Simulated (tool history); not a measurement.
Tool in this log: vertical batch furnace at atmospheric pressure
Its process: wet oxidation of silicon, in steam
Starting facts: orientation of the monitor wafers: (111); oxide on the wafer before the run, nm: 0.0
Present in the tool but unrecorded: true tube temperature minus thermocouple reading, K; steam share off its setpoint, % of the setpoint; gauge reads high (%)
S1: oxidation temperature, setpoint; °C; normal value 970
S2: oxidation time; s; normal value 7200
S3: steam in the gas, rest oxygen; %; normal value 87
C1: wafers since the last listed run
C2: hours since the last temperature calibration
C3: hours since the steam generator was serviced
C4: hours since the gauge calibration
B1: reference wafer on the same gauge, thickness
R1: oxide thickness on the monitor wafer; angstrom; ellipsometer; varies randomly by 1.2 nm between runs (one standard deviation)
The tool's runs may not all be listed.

{"run": 1, "hour": 0.0, "S1": 970, "S2": 7200, "S3": 87, "C1": 0, "C2": 3039.1, "C3": 1760.6, "C4": 1288.4, "B1": 468.01, "R1": 5905.3}
{"run": 2, "hour": 56.9, "S1": 970, "S2": 7200, "S3": 87, "C1": 851, "C2": 3096, "C3": 1817.5, "C4": 1345.3, "B1": 467.99, "R1": 5911.3}
{"run": 3, "hour": 108.4, "S1": 970, "S2": 7200, "S3": 87, "C1": 770, "C2": 3147.5, "C3": 1869, "C4": 1396.8, "B1": 468, "R1": 5911.7}
{"run": 4, "hour": 200.0, "S1": 955, "S2": 7200, "S3": 87, "C1": 1370, "C2": 3239.1, "C3": 1960.6, "C4": 1488.4, "B1": 468.03, "R1": 5409.8}
{"run": 5, "hour": 303.1, "S1": 955, "S2": 7200, "S3": 87, "C1": 1542, "C2": 3342.2, "C3": 2063.7, "C4": 1591.5, "B1": 467.86, "R1": 5436.1}
{"run": 6, "hour": 367.6, "S1": 961, "S2": 7200, "S3": 87, "C1": 964, "C2": 3406.7, "C3": 2128.2, "C4": 1656, "B1": 467.88, "R1": 5609}
{"run": 7, "hour": 431.0, "S1": 961, "S2": 7200, "S3": 87, "C1": 948, "C2": 3470.1, "C3": 2191.6, "C4": 1719.4, "B1": 468.05, "R1": 5616.5}
{"run": 8, "hour": 496.6, "S1": 970, "S2": 7200, "S3": 96, "C1": 981, "C2": 3535.7, "C3": 2257.2, "C4": 1785, "B1": 467.96, "R1": 6312.9}
{"run": 9, "hour": 597.5, "S1": 970, "S2": 7200, "S3": 90, "C1": 1509, "C2": 3636.6, "C3": 2358.1, "C4": 1885.9, "B1": 467.99, "R1": 6073.2}
{"run": 10, "hour": 794.6, "S1": 970, "S2": 7200, "S3": 90, "C1": 2948, "C2": 3833.7, "C3": 2555.2, "C4": 2083, "B1": 468.15, "R1": 6091.8}
{"run": 11, "hour": 893.7, "S1": 970, "S2": 7200, "S3": 90, "C1": 1482, "C2": 3932.8, "C3": 2654.3, "C4": 2182.1, "B1": 467.91, "R1": 6071.2}
{"run": 12, "hour": 969.7, "S1": 987, "S2": 7200, "S3": 87, "C1": 1136, "C2": 4008.8, "C3": 2730.3, "C4": 2258.1, "B1": 468.03, "R1": 6523.4}
{"hour": 1003.5, "done": "thermocouples replaced and temperature profile calibrated"}
{"run": 13, "hour": 1058.9, "S1": 970, "S2": 7200, "S3": 87, "C1": 975, "C2": 55.4, "C3": 2819.5, "C4": 2347.3, "B1": 467.83, "R1": 5872.2}
{"run": 14, "hour": 1108.3, "S1": 970, "S2": 7200, "S3": 87, "C1": 738, "C2": 104.8, "C3": 2868.9, "C4": 2396.7, "B1": 467.84, "R1": 5853.8}
{"run": 15, "hour": 1177.7, "S1": 970, "S2": 7200, "S3": 87, "C1": 1038, "C2": 174.2, "C3": 2938.3, "C4": 2466.1, "B1": 468.15, "R1": 5850.7}
{"run": 16, "hour": 1225.9, "S1": 948, "S2": 3630, "S3": 93, "C1": 721, "C2": 222.4, "C3": 2986.5, "C4": 2514.3, "B1": 467.89, "R1": 3354.4}
{"hour": 1306.0, "done": "gauge calibrated"}
{"run": 17, "hour": 1527.2, "S1": 970, "S2": 7200, "S3": 87, "C1": 4507, "C2": 523.7, "C3": 3287.8, "C4": 221.2, "B1": 467.94, "R1": 5872.6}
{"run": 18, "hour": 1589.3, "S1": 964, "S2": 5580, "S3": 94, "C1": 928, "C2": 585.8, "C3": 3349.9, "C4": 283.3, "B1": 468.08, "R1": 5070.7}
{"hour": 1624.5, "done": "steam generator serviced"}
{"run": 19, "hour": 1629.0, "S1": 990, "S2": 7200, "S3": 87, "C1": 234, "C2": 625.5, "C3": 4.5, "C4": 323, "B1": 467.84, "R1": 6549.5}

For run 20, what comes out?
{"run": 20, "hour": 1717.5, "S1": 994, "S2": 7200, "S3": 87, "C1": 1323, "C2": 714, "C3": 93, "C4": 411.5, "B1": "?", "R1": "?"}

B1: 468.06
R1: 6668.1 angstrom
Without the tool's hidden state the same run would have given R1 6652.1 angstrom.
